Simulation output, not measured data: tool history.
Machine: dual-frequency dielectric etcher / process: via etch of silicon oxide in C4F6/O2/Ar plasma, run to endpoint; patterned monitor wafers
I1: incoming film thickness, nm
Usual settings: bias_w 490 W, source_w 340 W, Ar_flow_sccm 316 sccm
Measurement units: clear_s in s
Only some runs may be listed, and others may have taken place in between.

{"run": 1, "hour": 0.0, "bias_w": 490, "source_w": 380, "Ar_flow_sccm": 316, "I1": 118.2, "clear_s": 26.6}
{"run": 2, "hour": 15.0, "bias_w": 490, "source_w": 380, "Ar_flow_sccm": 316, "I1": 118.4, "clear_s": 26.7}
{"run": 3, "hour": 30.3, "bias_w": 396, "source_w": 340, "Ar_flow_sccm": 316, "I1": 118.6, "clear_s": 29.8}
{"run": 4, "hour": 51.9, "bias_w": 396, "source_w": 340, "Ar_flow_sccm": 316, "I1": 118, "clear_s": 29.6}
{"run": 5, "hour": 75.7, "bias_w": 536, "source_w": 300, "Ar_flow_sccm": 267, "I1": 119.6, "clear_s": 27.4}
{"hour": 111.3, "done": "bias power generator calibrated"}
{"run": 6, "hour": 111.8, "bias_w": 370, "source_w": 340, "Ar_flow_sccm": 338, "I1": 119.7, "clear_s": 30.3}
{"run": 7, "hour": 120.6, "bias_w": 490, "source_w": 320, "Ar_flow_sccm": 316, "I1": 117.8, "clear_s": 27.6}
{"run": 8, "hour": 150.5, "bias_w": 404, "source_w": 340, "Ar_flow_sccm": 378, "I1": 116.9, "clear_s": 29}
{"hour": 218.7, "done": "Ar flow controller replaced"}
{"run": 9, "hour": 231.0, "bias_w": 490, "source_w": 300, "Ar_flow_sccm": 358, "I1": 118.7, "clear_s": 27.9}
{"run": 10, "hour": 260.9, "bias_w": 432, "source_w": 340, "Ar_flow_sccm": 316, "I1": 118.3, "clear_s": 28.1}
{"run": 11, "hour": 273.8, "bias_w": 490, "source_w": 340, "Ar_flow_sccm": 316, "I1": 118, "clear_s": 26.6}
{"hour": 317.0, "done": "upper electrode replaced, of another model than before"}
{"run": 12, "hour": 317.5, "bias_w": 490, "source_w": 340, "Ar_flow_sccm": 316, "I1": 118.7, "clear_s": 26.8}
{"run": 13, "hour": 317.8, "bias_w": 490, "source_w": 340, "Ar_flow_sccm": 316, "I1": 118.1, "clear_s": 26.6}
{"run": 14, "hour": 328.5, "bias_w": 490, "source_w": 340, "Ar_flow_sccm": 382, "I1": 118.9, "clear_s": 27.2}
{"run": 15, "hour": 356.5, "bias_w": 445, "source_w": 270, "Ar_flow_sccm": 316, "I1": 116.6, "clear_s": 30.9}
{"hour": 383.6, "done": "wet clean of the chamber"}
{"run": 16, "hour": 390.3, "bias_w": 490, "source_w": 340, "Ar_flow_sccm": 316, "I1": 116.7, "clear_s": 27.5}
{"run": 17, "hour": 416.4, "bias_w": 490, "source_w": 340, "Ar_flow_sccm": 316, "I1": 118.5, "clear_s": 28}
{"run": 18, "hour": 432.0, "bias_w": 603, "source_w": 300, "Ar_flow_sccm": 250, "I1": 117, "clear_s": 25.2}
{"run": 19, "hour": 450.2, "bias_w": 490, "source_w": 390, "Ar_flow_sccm": 316, "I1": 117.3, "clear_s": 26}
{"run": 20, "hour": 468.2, "bias_w": 490, "source_w": 340, "Ar_flow_sccm": 355, "I1": 118.2, "clear_s": 28.1}
{"run": 21, "hour": 488.5, "bias_w": 603, "source_w": 300, "Ar_flow_sccm": 250, "I1": 119.2, "clear_s": 25.6}
{"run": 22, "hour": 519.7, "bias_w": 571, "source_w": 280, "Ar_flow_sccm": 264, "I1": 118.8, "clear_s": 27.2}
{"run": 23, "hour": 572.0, "bias_w": 490, "source_w": 370, "Ar_flow_sccm": 316, "I1": 119, "clear_s": 26.6}
{"run": 24, "hour": 584.4, "bias_w": 581, "source_w": 340, "Ar_flow_sccm": 316, "I1": 118, "clear_s": 24.6}
{"run": 25, "hour": 603.1, "bias_w": 490, "source_w": 340, "Ar_flow_sccm": 316, "I1": 118.5, "clear_s": 27.2}
{"run": 26, "hour": 625.0, "bias_w": 490, "source_w": 340, "Ar_flow_sccm": 316, "I1": 118.9, "clear_s": 27.4}
{"run": 27, "hour": 647.0, "bias_w": 490, "source_w": 400, "Ar_flow_sccm": 316, "I1": 118.7, "clear_s": 25.5}

Forecast run 28:
{"run": 28, "hour": 665.1, "bias_w": 552, "source_w": 390, "Ar_flow_sccm": 244, "I1": 118.9, "clear_s": "?"}

Run 28 gave clear_s 23.4 s.
Without the tool's hidden state the same run would have given clear_s 23.9 s.

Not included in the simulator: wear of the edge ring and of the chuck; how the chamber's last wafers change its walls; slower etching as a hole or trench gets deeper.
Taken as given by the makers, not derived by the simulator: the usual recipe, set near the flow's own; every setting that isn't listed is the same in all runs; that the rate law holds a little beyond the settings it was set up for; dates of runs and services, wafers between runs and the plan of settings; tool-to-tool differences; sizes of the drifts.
